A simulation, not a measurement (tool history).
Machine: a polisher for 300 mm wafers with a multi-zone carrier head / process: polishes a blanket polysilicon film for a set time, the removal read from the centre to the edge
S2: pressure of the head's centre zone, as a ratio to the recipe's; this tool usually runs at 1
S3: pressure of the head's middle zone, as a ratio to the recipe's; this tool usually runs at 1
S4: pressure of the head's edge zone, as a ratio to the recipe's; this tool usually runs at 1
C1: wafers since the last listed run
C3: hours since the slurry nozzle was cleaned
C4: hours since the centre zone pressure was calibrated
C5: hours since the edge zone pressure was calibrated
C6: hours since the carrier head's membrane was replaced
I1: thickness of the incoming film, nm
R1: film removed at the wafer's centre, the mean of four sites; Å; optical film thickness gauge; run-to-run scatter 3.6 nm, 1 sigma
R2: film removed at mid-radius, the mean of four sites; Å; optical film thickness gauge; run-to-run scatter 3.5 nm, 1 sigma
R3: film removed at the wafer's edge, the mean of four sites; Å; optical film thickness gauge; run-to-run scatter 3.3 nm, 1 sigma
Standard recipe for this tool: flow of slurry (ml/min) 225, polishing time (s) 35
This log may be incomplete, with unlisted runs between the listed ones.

run 1 hour=0 | flow_of_slurry_(ml/min)=225 S2=0.91 S3=1 S4=1 polishing_time_(s)=40 | C1=0 wafers_polished_on_this_pad=825 C3=463.8 C4=491.1 C5=526.8 C6=4.6 | I1=1548.4 | R1=2436 R2=2920 R3=2833
-- hour=51.4 centre zone pressure recalibrated
run 2 hour=69.4 | flow_of_slurry_(ml/min)=285 S2=1.12 S3=1 S4=1 polishing_time_(s)=35 | C1=630 wafers_polished_on_this_pad=1455 C3=533.2 C4=18 C5=596.2 C6=74 | I1=1535.8 | R1=3107 R2=2610 R3=2610
run 3 hour=121.9 | flow_of_slurry_(ml/min)=225 S2=1 S3=1 S4=1 polishing_time_(s)=35 | C1=491 wafers_polished_on_this_pad=1946 C3=585.7 C4=70.5 C5=648.7 C6=126.5 | I1=1521.6 | R1=2569 R2=2559 R3=2499
-- hour=132.1 slurry nozzle cleaned
run 4 hour=178.1 | flow_of_slurry_(ml/min)=155 S2=1 S3=1 S4=1 polishing_time_(s)=35 | C1=516 wafers_polished_on_this_pad=2463 C3=46 C4=126.7 C5=704.9 C6=182.7 | I1=1542.2 | R1=2320 R2=2391 R3=2407
run 5 hour=241.1 | flow_of_slurry_(ml/min)=255 S2=1 S3=1 S4=1 polishing_time_(s)=29 | C1=589 wafers_polished_on_this_pad=3052 C3=109 C4=189.7 C5=767.9 C6=245.7 | I1=1548.3 | R1=2063 R2=2157 R3=2114
run 6 hour=301.3 | flow_of_slurry_(ml/min)=225 S2=0.89 S3=0.92 S4=1 polishing_time_(s)=43 | C1=563 wafers_polished_on_this_pad=3615 C3=169.2 C4=249.9 C5=828.1 C6=305.9 | I1=1528.7 | R1=2631 R2=2947 R3=3095
run 7 hour=326.5 | flow_of_slurry_(ml/min)=300 S2=1 S3=1 S4=1.05 polishing_time_(s)=29 | C1=235 wafers_polished_on_this_pad=3851 C3=194.4 C4=275.1 C5=853.3 C6=331.1 | I1=1534.8 | R1=2048 R2=2193 R3=2192
-- hour=333.6 edge zone pressure recalibrated
run 8 hour=353.5 | flow_of_slurry_(ml/min)=225 S2=1 S3=1 S4=1 polishing_time_(s)=35 | C1=233 wafers_polished_on_this_pad=4085 C3=221.4 C4=302.1 C5=19.9 C6=358.1 | I1=1509.9 | R1=2360 R2=2544 R3=2489
run 9 hour=420.5 | flow_of_slurry_(ml/min)=200 S2=1 S3=1 S4=1 polishing_time_(s)=35 | C1=626 wafers_polished_on_this_pad=4712 C3=288.4 C4=369.1 C5=86.9 C6=425.1 | I1=1534.7 | R1=2277 R2=2582 R3=2506
-- hour=446 worn pad replaced by a new one
run 10 hour=461.7 | flow_of_slurry_(ml/min)=225 S2=1 S3=1 S4=1 polishing_time_(s)=35 | C1=347 wafers_polished_on_this_pad=147 C3=329.6 C4=410.3 C5=128.1 C6=466.3 | I1=1515.2 | R1=2325 R2=2590 R3=2553
-- hour=513.4 centre zone pressure recalibrated
run 11 hour=529.4 | flow_of_slurry_(ml/min)=225 S2=1 S3=0.92 S4=0.93 polishing_time_(s)=35 | C1=614 wafers_polished_on_this_pad=761 C3=397.3 C4=16 C5=195.8 C6=534 | I1=1518.6 | R1=2711 R2=2410 R3=2430
run 12 hour=581.4 | flow_of_slurry_(ml/min)=190 S2=0.96 S3=1.03 S4=1.04 polishing_time_(s)=35 | C1=486 wafers_polished_on_this_pad=1248 C3=449.3 C4=68 C5=247.8 C6=586 | I1=1519.3 | R1=2467 R2=2545 R3=2549
-- hour=610.2 carrier head's membrane replaced by a new one
run 13 hour=642.4 | flow_of_slurry_(ml/min)=225 S2=1.11 S3=1.04 S4=0.95 polishing_time_(s)=39 | C1=523 wafers_polished_on_this_pad=1772 C3=510.3 C4=129 C5=308.8 C6=32.2 | I1=1513.2 | R1=3182 R2=2972 R3=2725
run 14 hour=708 | flow_of_slurry_(ml/min)=300 S2=1.05 S3=1 S4=1 polishing_time_(s)=40 | C1=613 wafers_polished_on_this_pad=2385 C3=575.9 C4=194.6 C5=374.4 C6=97.8 | I1=1540.3 | R1=3143 R2=2987 R3=2955
-- hour=727.5 slurry nozzle cleaned
run 15 hour=758.9 | flow_of_slurry_(ml/min)=225 S2=1 S3=1 S4=1 polishing_time_(s)=35 | C1=466 wafers_polished_on_this_pad=2852 C3=31.4 C4=245.5 C5=425.3 C6=148.7 | I1=1548.6 | R1=2441 R2=2527 R3=2516
run 16 hour=792.5 | flow_of_slurry_(ml/min)=175 S2=1 S3=1 S4=0.94 polishing_time_(s)=35 | C1=314 wafers_polished_on_this_pad=3166 C3=65 C4=279.1 C5=458.9 C6=182.3 | I1=1527 | R1=2370 R2=2421 R3=2364
run 17 hour=850.9 | flow_of_slurry_(ml/min)=225 S2=1.07 S3=1 S4=1 polishing_time_(s)=35 | C1=546 wafers_polished_on_this_pad=3713 C3=123.4 C4=337.5 C5=517.3 C6=240.7 | I1=1533.4 | R1=2628 R2=2541 R3=2553
run 18 hour=911.7 | flow_of_slurry_(ml/min)=225 S2=1 S3=1 S4=1 polishing_time_(s)=35 | C1=568 wafers_polished_on_this_pad=4281 C3=184.2 C4=398.3 C5=578.1 C6=301.5 | I1=1510.5 | R1=2471 R2=2543 R3=2484
run 19 hour=941.9 | flow_of_slurry_(ml/min)=225 S2=1 S3=1.09 S4=1 polishing_time_(s)=26 | C1=282 wafers_polished_on_this_pad=4564 C3=214.4 C4=428.5 C5=608.3 C6=331.7 | I1=1520.5 | R1=1766 R2=2050 R3=1909
run 20 hour=991.5 | flow_of_slurry_(ml/min)=225 S2=0.96 S3=1 S4=1.1 polishing_time_(s)=31 | C1=463 wafers_polished_on_this_pad=5028 C3=264 C4=478.1 C5=657.9 C6=381.3 | I1=1521.2 | R1=2050 R2=2268 R3=2318
-- hour=1019.3 worn pad replaced by a new one
run 21 hour=1045.8 | flow_of_slurry_(ml/min)=225 S2=1 S3=1 S4=1 polishing_time_(s)=35 | C1=470 wafers_polished_on_this_pad=248 C3=318.3 C4=532.4 C5=712.2 C6=435.6 | I1=1537.5 | R1=2383 R2=2500 R3=2513
-- hour=1070.5 edge zone pressure recalibrated
-- hour=1121.8 centre zone pressure recalibrated
run 22 hour=1221 | flow_of_slurry_(ml/min)=225 S2=1 S3=1 S4=1 polishing_time_(s)=35 | C1=1601 wafers_polished_on_this_pad=1849 C3=493.5 C4=99.2 C5=150.5 C6=610.8 | I1=1504.1 | R1=2487 R2=2564 R3=2489
-- hour=1260.1 carrier head's membrane replaced by a new one
run 23 hour=1265.6 | flow_of_slurry_(ml/min)=225 S2=1 S3=1 S4=1 polishing_time_(s)=35 | C1=370 wafers_polished_on_this_pad=2220 C3=538.1 C4=143.8 C5=195.1 C6=5.5 | I1=1554.4 | R1=2412 R2=2622 R3=2494

Hidden state or all else? Some run-to-run changes of R1, split into what the settings, what came in and random variation would give without the hidden state, and what is left for the hidden state (with any gauge scatter that isn't in both results):
The tool's hidden condition here consists of: removal rate lost through wear of the pad, %; slurry flow missing at the pad, %; deviation of the centre zone's pressure from its setpoint, %; deviation of the edge zone's pressure from its setpoint, %.
Run 1 -> 2: flow of slurry (ml/min) 225 -> 285, S2 0.91 -> 1.12, polishing time (s) 40 -> 35, centre zone pressure recalibrated. R1 +671 Å: hidden state +273, all else +398.
Run 10 -> 11: S3 1 -> 0.92, S4 1 -> 0.93, centre zone pressure recalibrated. R1 +386 Å: hidden state +346, all else +40.
Run 12 -> 13: flow of slurry (ml/min) 190 -> 225, S2 0.96 -> 1.11, S3 1.03 -> 1.04, S4 1.04 -> 0.95, polishing time (s) 35 -> 39, carrier head's membrane replaced by a new one. R1 +715 Å: hidden state -106, all else +821.
Run 18 -> 19: S3 1 -> 1.09, polishing time (s) 35 -> 26. R1 -705 Å: hidden state +75, all else -780.

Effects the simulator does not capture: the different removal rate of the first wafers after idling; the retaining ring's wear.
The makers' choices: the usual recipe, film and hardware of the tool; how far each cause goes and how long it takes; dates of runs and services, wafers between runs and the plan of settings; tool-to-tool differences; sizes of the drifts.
